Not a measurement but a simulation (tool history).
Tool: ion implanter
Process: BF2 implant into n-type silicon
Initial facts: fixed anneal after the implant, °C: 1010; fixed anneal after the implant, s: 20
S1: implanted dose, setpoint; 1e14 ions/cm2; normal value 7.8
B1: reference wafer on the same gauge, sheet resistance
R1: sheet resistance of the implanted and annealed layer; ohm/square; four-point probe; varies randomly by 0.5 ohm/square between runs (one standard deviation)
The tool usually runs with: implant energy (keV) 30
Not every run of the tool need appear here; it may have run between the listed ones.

{"run": 1, "day": 0.0, "S1": 5.94, "implant energy (keV)": 23, "B1": 197.12, "R1": 222.37}
{"run": 2, "day": 0.862, "S1": 8.34, "implant energy (keV)": 30, "B1": 197.05, "R1": 169.36}
{"run": 3, "day": 2.271, "S1": 8.34, "implant energy (keV)": 30, "B1": 197.06, "R1": 168.4}
{"day": 3.383, "done": "gauge calibrated"}
{"run": 4, "day": 3.596, "S1": 8.34, "implant energy (keV)": 30, "B1": 197.05, "R1": 169.29}
{"run": 5, "day": 4.246, "S1": 7.8, "implant energy (keV)": 30, "B1": 196.97, "R1": 175.55}
{"run": 6, "day": 4.992, "S1": 7.8, "implant energy (keV)": 30, "B1": 196.99, "R1": 175.52}
{"run": 7, "day": 5.954, "S1": 7.8, "implant energy (keV)": 30, "B1": 196.97, "R1": 175.46}
{"day": 6.854, "done": "extraction supply calibrated"}
{"run": 8, "day": 6.875, "S1": 7.8, "implant energy (keV)": 30, "B1": 197.13, "R1": 175.01}
{"run": 9, "day": 7.721, "S1": 8.52, "implant energy (keV)": 30, "B1": 196.89, "R1": 166.04}
{"run": 10, "day": 8.817, "S1": 8.52, "implant energy (keV)": 30, "B1": 196.99, "R1": 166.34}
{"run": 11, "day": 9.788, "S1": 8.52, "implant energy (keV)": 30, "B1": 197.01, "R1": 167.8}
{"run": 12, "day": 10.371, "S1": 7.8, "implant energy (keV)": 30, "B1": 196.91, "R1": 174.77}
{"run": 13, "day": 10.938, "S1": 7.19, "implant energy (keV)": 25.5, "B1": 197.03, "R1": 191.3}
{"run": 14, "day": 11.579, "S1": 7.8, "implant energy (keV)": 30, "B1": 196.98, "R1": 175.26}
{"run": 15, "day": 12.988, "S1": 7.8, "implant energy (keV)": 30, "B1": 197.01, "R1": 174.75}
{"run": 16, "day": 14.479, "S1": 7.8, "implant energy (keV)": 30, "B1": 197.01, "R1": 174.38}
{"day": 15.617, "done": "Faraday cup replaced and dose calibrated"}
{"run": 17, "day": 15.638, "S1": 7.8, "implant energy (keV)": 34, "B1": 197, "R1": 174.64}
{"run": 18, "day": 17.896, "S1": 8.42, "implant energy (keV)": 34.5, "B1": 196.89, "R1": 164.33}
{"run": 19, "day": 19.288, "S1": 6.74, "implant energy (keV)": 34.5, "B1": 197.12, "R1": 190.99}
{"run": 20, "day": 20.638, "S1": 7.8, "implant energy (keV)": 22.5, "B1": 196.91, "R1": 194.6}
{"run": 21, "day": 21.871, "S1": 9.37, "implant energy (keV)": 30, "B1": 196.98, "R1": 160.39}
{"run": 22, "day": 22.8, "S1": 8.59, "implant energy (keV)": 37.5, "B1": 196.97, "R1": 158}
{"run": 23, "day": 23.488, "S1": 7.8, "implant energy (keV)": 30, "B1": 197.11, "R1": 177.63}
{"run": 24, "day": 24.625, "S1": 9.48, "implant energy (keV)": 30, "B1": 197.02, "R1": 160.25}
{"run": 25, "day": 25.908, "S1": 8.58, "implant energy (keV)": 33, "B1": 196.99, "R1": 162.88}
{"run": 26, "day": 26.5, "S1": 9.98, "implant energy (keV)": 36.5, "B1": 197.06, "R1": 144.87}
{"run": 27, "day": 27.412, "S1": 9.01, "implant energy (keV)": 39.5, "B1": 196.94, "R1": 150.84}
{"run": 28, "day": 28.175, "S1": 10.1, "implant energy (keV)": 19.5, "B1": 197.09, "R1": 183.34}
{"run": 29, "day": 29.338, "S1": 7.8, "implant energy (keV)": 37, "B1": 196.95, "R1": 167.27}
{"run": 30, "day": 30.171, "S1": 7.8, "implant energy (keV)": 38, "B1": 196.97, "R1": 165.6}
{"run": 31, "day": 31.162, "S1": 7.8, "implant energy (keV)": 30, "B1": 196.89, "R1": 176.75}
{"run": 32, "day": 31.675, "S1": 7.8, "implant energy (keV)": 39, "B1": 196.87, "R1": 164.77}
{"run": 33, "day": 32.9, "S1": 5.91, "implant energy (keV)": 30, "B1": 197, "R1": 212.16}
{"run": 34, "day": 33.608, "S1": 6.68, "implant energy (keV)": 33, "B1": 197.03, "R1": 188.87}
{"run": 35, "day": 34.967, "S1": 7.8, "implant energy (keV)": 30, "B1": 196.97, "R1": 177.18}
{"run": 36, "day": 35.579, "S1": 7.07, "implant energy (keV)": 25, "B1": 196.92, "R1": 196.11}
{"run": 37, "day": 36.179, "S1": 7.8, "implant energy (keV)": 30, "B1": 197.01, "R1": 176.69}

The logged runs with the hidden state left out (each run's random variation unchanged):
What the log doesn't record here: deviation of the true dose from the Faraday cup's reading, %; deviation of the true energy from its setpoint, %; gauge reads high (%).
run=1 R1=228.39
run=2 R1=173.32
run=3 R1=172.41
run=4 R1=173.38
run=5 R1=180.13
run=6 R1=180.14
run=7 R1=180.11
run=8 R1=179.69
run=9 R1=170.13
run=10 R1=170.47
run=11 R1=171.99
run=12 R1=179.57
run=13 R1=196.51
run=14 R1=180.11
run=15 R1=179.62
run=16 R1=179.27
run=17 R1=173.71
run=18 R1=164.44
run=19 R1=191.81
run=20 R1=195.62
run=21 R1=161.46
run=22 R1=159.56
run=23 R1=179.5
run=24 R1=161.8
run=25 R1=164.99
run=26 R1=146.62
run=27 R1=153.15
run=28 R1=185.01
run=29 R1=170.4
run=30 R1=168.87
run=31 R1=179.93
run=32 R1=168.27
run=33 R1=217.18
run=34 R1=193.26
run=35 R1=180.77
run=36 R1=200.12
run=37 R1=180.37
